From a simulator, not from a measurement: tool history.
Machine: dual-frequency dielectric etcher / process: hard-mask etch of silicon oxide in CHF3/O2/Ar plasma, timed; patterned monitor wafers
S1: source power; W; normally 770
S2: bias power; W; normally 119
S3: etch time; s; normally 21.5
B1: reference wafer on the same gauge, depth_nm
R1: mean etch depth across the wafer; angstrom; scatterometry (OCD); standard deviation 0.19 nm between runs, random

run 1 hour=0.0 | S1=770 S2=119 S3=26.0 | B1=34.39 | R1=501.6
run 2 hour=33.9 | S1=770 S2=119 S3=21.5 | B1=34.27 | R1=411.4
run 3 hour=87.1 | S1=770 S2=119 S3=21.5 | B1=34.11 | R1=409.2
run 4 hour=142.8 | S1=770 S2=119 S3=21.5 | B1=33.97 | R1=408.3
run 5 hour=176.6 | S1=770 S2=119 S3=21.5 | B1=33.94 | R1=407.2
run 6 hour=230.0 | S1=770 S2=119 S3=19.5 | B1=33.88 | R1=370.9
run 7 hour=291.4 | S1=770 S2=119 S3=19.5 | B1=33.88 | R1=368.3
run 8 hour=360.9 | S1=770 S2=119 S3=19.5 | B1=33.82 | R1=371.9
run 9 hour=393.8 | S1=770 S2=99 S3=24.5 | B1=33.81 | R1=446.7
run 10 hour=418.5 | S1=700 S2=119 S3=21.5 | B1=33.79 | R1=394.8
run 11 hour=474.1 | S1=770 S2=111 S3=18.5 | B1=33.82 | R1=345.0
run 12 hour=512.3 | S1=770 S2=119 S3=21.5 | B1=34.36 | R1=413.2
run 13 hour=569.3 | S1=770 S2=96 S3=21.5 | B1=34.20 | R1=389.9
run 14 hour=603.4 | S1=770 S2=99 S3=24.5 | B1=34.10 | R1=447.7
run 15 hour=666.4 | S1=770 S2=119 S3=21.5 | B1=34.00 | R1=412.4
run 16 hour=699.8 | S1=600 S2=140 S3=19.5 | B1=33.98 | R1=357.4
run 17 hour=734.6 | S1=770 S2=119 S3=23.5 | B1=33.93 | R1=448.8

Between the runs listed above, the log contained 6 entries, not reproduced here. Where in the sequence does each belong, and how does what the log doesn't record of the tool's condition differ from the listed run before to the listed run after?
Logged between run 1 and run 2: wet clean of the chamber (hour 2.2)
  gauge reads high (%): -0.328 -> -0.701
  what was measured, less what the result would be without the hidden state, R1: -1.6 -> -2.9 angstrom
Logged between run 8 and run 9: upper electrode replaced (hour 387.7)
  gauge reads high (%): -1.98 -> -2.01
  what was measured, less what the result would be without the hidden state, R1: -7.5 -> -9.1 angstrom
Logged between run 10 and run 11: bias power generator calibrated (hour 425.4); source power generator calibrated (hour 430.1)
  gauge reads high (%): -2.03 -> -2.07
  what was measured, less what the result would be without the hidden state, R1: -8.2 -> -7.3 angstrom
Logged between run 11 and run 12: gauge calibrated (hour 493.3)
  gauge reads high (%): -2.07 -> -0.392
  what was measured, less what the result would be without the hidden state, R1: -7.3 -> -1.6 angstrom
Logged between run 12 and run 13: wet clean of the chamber (hour 568.8)
  gauge reads high (%): -0.392 -> -0.917
  what was measured, less what the result would be without the hidden state, R1: -1.6 -> -3.6 angstrom
